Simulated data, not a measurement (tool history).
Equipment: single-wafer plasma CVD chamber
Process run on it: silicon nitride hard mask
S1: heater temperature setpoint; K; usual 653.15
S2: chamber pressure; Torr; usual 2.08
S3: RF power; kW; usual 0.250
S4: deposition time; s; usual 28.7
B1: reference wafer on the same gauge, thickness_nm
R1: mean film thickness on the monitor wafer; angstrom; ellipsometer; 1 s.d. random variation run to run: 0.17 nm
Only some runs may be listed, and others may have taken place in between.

run	day	S1	S2	S3	S4	B1	R1
1	0.000	653.15	2.08	0.250	28.7	24.288	294.47
2	4.425	653.15	2.08	0.250	28.7	24.325	293.00
3	6.892	653.15	2.08	0.250	28.7	24.330	293.90
4	9.362	653.15	2.08	0.250	28.7	24.298	292.85
5	11.208	653.15	2.08	0.250	28.7	24.289	290.29
6	13.412	653.15	2.08	0.250	28.7	24.281	289.60
7	17.850	653.15	2.08	0.250	28.7	24.318	285.81
8	20.092	653.15	2.08	0.250	28.7	24.321	286.07
9	22.100	653.15	2.08	0.225	28.7	24.381	261.57
10	24.421	653.15	2.08	0.250	28.7	24.315	282.73
# day 26.258: gauge calibrated
11	27.612	653.15	2.08	0.250	28.7	24.337	279.82
# day 28.008: RF generator calibrated
# day 28.783: capacitance manometer re-zeroed and calibrated
12	31.529	668.15	2.08	0.250	23.9	24.276	247.33
13	35.088	658.15	1.72	0.250	28.7	24.295	286.17
# day 38.883: showerhead replaced
14	38.904	640.15	2.36	0.250	25.2	24.332	267.95
15	41.542	664.15	1.60	0.220	28.7	24.273	251.29
16	45.996	653.15	2.08	0.250	28.7	24.285	295.93
# day 47.983: thermocouple changed; heater temperature recalibrated
17	49.588	640.15	1.63	0.285	23.6	24.258	253.53
18	57.583	653.15	1.72	0.250	32.1	24.293	316.95
19	60.179	653.15	2.08	0.250	26.2	24.309	265.58
20	64.342	641.15	2.34	0.225	23.8	24.280	229.16
21	70.383	653.15	2.08	0.275	28.7	24.328	310.17
22	72.871	653.15	2.08	0.250	28.7	24.265	283.86
# day 76.183: RF generator calibrated
23	77.108	649.15	2.26	0.250	31.7	24.316	336.37
24	78.846	653.15	2.08	0.250	23.0	24.259	240.96
25	82.596	653.15	2.08	0.230	31.7	24.312	310.87
26	84.142	644.15	2.08	0.225	23.1	24.333	222.71
27	87.892	653.15	2.08	0.250	28.7	24.229	295.74
28	91.654	653.15	2.08	0.250	28.7	24.313	300.48
29	94.254	638.15	2.08	0.250	28.7	24.357	299.91

Give the tool's hidden conditions for every run:
wafer temperature above the value expected at the setpoint (K): 0 at every run
true pressure above the setpoint (%): 0 at every run
gauge reads high (%): 0 at every run
H1: delivered RF power above the setpoint (%)
run	H1
1	-2.37
2	-3.01
3	-3.41
4	-3.85
5	-4.19
6	-4.63
7	-5.59
8	-6.12
9	-6.61
10	-7.21
11	-8.08
12	-0.83
13	-0.931
14	-1.12
15	-1.29
16	-1.67
17	-2.05
18	-3.15
19	-3.58
20	-4.34
21	-5.62
22	-6.2
23	-0.204
24	-0.221
25	-0.312
26	-0.372
27	-0.57
28	-0.844
29	-1.08
